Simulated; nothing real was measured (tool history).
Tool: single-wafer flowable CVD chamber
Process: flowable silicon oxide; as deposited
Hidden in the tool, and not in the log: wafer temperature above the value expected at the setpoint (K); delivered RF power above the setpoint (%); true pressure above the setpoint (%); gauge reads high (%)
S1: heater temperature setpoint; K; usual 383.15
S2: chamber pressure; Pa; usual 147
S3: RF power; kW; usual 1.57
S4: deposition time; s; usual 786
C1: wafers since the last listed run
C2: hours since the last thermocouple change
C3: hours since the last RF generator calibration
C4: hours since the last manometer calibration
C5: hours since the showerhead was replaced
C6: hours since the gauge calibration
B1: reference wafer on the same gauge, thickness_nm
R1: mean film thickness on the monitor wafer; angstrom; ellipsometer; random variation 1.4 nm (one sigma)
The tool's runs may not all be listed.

| run | hour | S1 | S2 | S3 | S4 | C1 | C2 | C3 | C4 | C5 | C6 | B1 | R1 |
|---|---|---|---|---|---|---|---|---|---|---|---|---|---|
| 1 | 0 | 383.15 | 147 | 1.57 | 786 | 0 | 1760.9 | 1111.5 | 2485.4 | 8629.6 | 201.2 | 503.359 | 4567.82 |
| 2 | 13.5 | 383.15 | 147 | 1.57 | 707 | 46 | 1774.4 | 1125 | 2498.9 | 8643.1 | 214.7 | 504.015 | 4110.94 |
| 3 | 29.4 | 383.15 | 147 | 1.57 | 707 | 54 | 1790.3 | 1140.9 | 2514.8 | 8659 | 230.6 | 504.17 | 4100.95 |
| 4 | 43.1 | 372.15 | 147 | 1.57 | 786 | 47 | 1804 | 1154.6 | 2528.5 | 8672.7 | 244.3 | 505.306 | 6903.2 |
|  | 49.1 | gauge calibrated |
| 5 | 79.1 | 372.15 | 147 | 1.57 | 786 | 123 | 1840 | 1190.6 | 2564.5 | 8708.7 | 30 | 499.233 | 6857.13 |
| 6 | 93.3 | 383.15 | 147 | 1.57 | 786 | 48 | 1854.2 | 1204.8 | 2578.7 | 8722.9 | 44.2 | 499.657 | 4525.56 |
| 7 | 112.7 | 383.15 | 147 | 1.57 | 786 | 66 | 1873.6 | 1224.2 | 2598.1 | 8742.3 | 63.6 | 500.71 | 4533.59 |
|  | 124.9 | RF generator calibrated |
| 8 | 136.4 | 383.15 | 147 | 1.57 | 786 | 54 | 1897.3 | 11.5 | 2621.8 | 8766 | 87.3 | 499.371 | 4549.97 |
|  | 154.5 | capacitance manometer re-zeroed and calibrated |
| 9 | 157.4 | 383.15 | 159 | 1.57 | 786 | 44 | 1918.3 | 32.5 | 2.9 | 8787 | 108.3 | 500.17 | 4891.03 |
| 10 | 176.5 | 383.15 | 147 | 1.35 | 786 | 65 | 1937.4 | 51.6 | 22 | 8806.1 | 127.4 | 500.466 | 4083.69 |
|  | 196.1 | showerhead replaced |
| 11 | 196.7 | 388.15 | 117 | 1.77 | 929 | 41 | 1957.6 | 71.8 | 42.2 | 0.6 | 147.6 | 501.137 | 3734.65 |
| 12 | 222.5 | 383.15 | 147 | 1.57 | 707 | 88 | 1983.4 | 97.6 | 68 | 26.4 | 173.4 | 502.354 | 4074.43 |
|  | 246 | thermocouple changed; heater temperature recalibrated |
| 13 | 251.3 | 388.15 | 117 | 1.77 | 929 | 71 | 5.3 | 126.4 | 96.8 | 55.2 | 202.2 | 502.446 | 3751.86 |
| 14 | 283 | 390.15 | 147 | 1.45 | 786 | 109 | 37 | 158.1 | 128.5 | 86.9 | 233.9 | 504.585 | 3422.33 |
|  | 292.5 | gauge calibrated |
| 15 | 302.6 | 368.15 | 128 | 1.425 | 943 | 67 | 56.6 | 177.7 | 148.1 | 106.5 | 10.1 | 500.854 | 7781.76 |
| 16 | 331.1 | 383.15 | 169 | 1.875 | 786 | 98 | 85.1 | 206.2 | 176.6 | 135 | 38.6 | 501.802 | 5638.02 |
| 17 | 345.1 | 383.15 | 156 | 1.57 | 882 | 48 | 99.1 | 220.2 | 190.6 | 149 | 52.6 | 500.974 | 5392.13 |
| 18 | 377.4 | 383.15 | 147 | 1.57 | 707 | 111 | 131.4 | 252.5 | 222.9 | 181.3 | 84.9 | 501.296 | 4100.3 |

What the log doesn't show, run by run:
wafer temperature above the value expected at the setpoint (K): 0 in every run
delivered RF power above the setpoint (%): 0 in every run
true pressure above the setpoint (%): 0 in every run
H1: gauge reads high (%)
| run | H1 |
|---|---|
| 1 | 0.64 |
| 2 | 0.726 |
| 3 | 0.835 |
| 4 | 0.934 |
| 5 | -0.0786 |
| 6 | -0.0625 |
| 7 | -0.0304 |
| 8 | 0.0243 |
| 9 | 0.0872 |
| 10 | 0.156 |
| 11 | 0.241 |
| 12 | 0.368 |
| 13 | 0.534 |
| 14 | 0.745 |
| 15 | 0.208 |
| 16 | 0.229 |
| 17 | 0.249 |
| 18 | 0.317 |
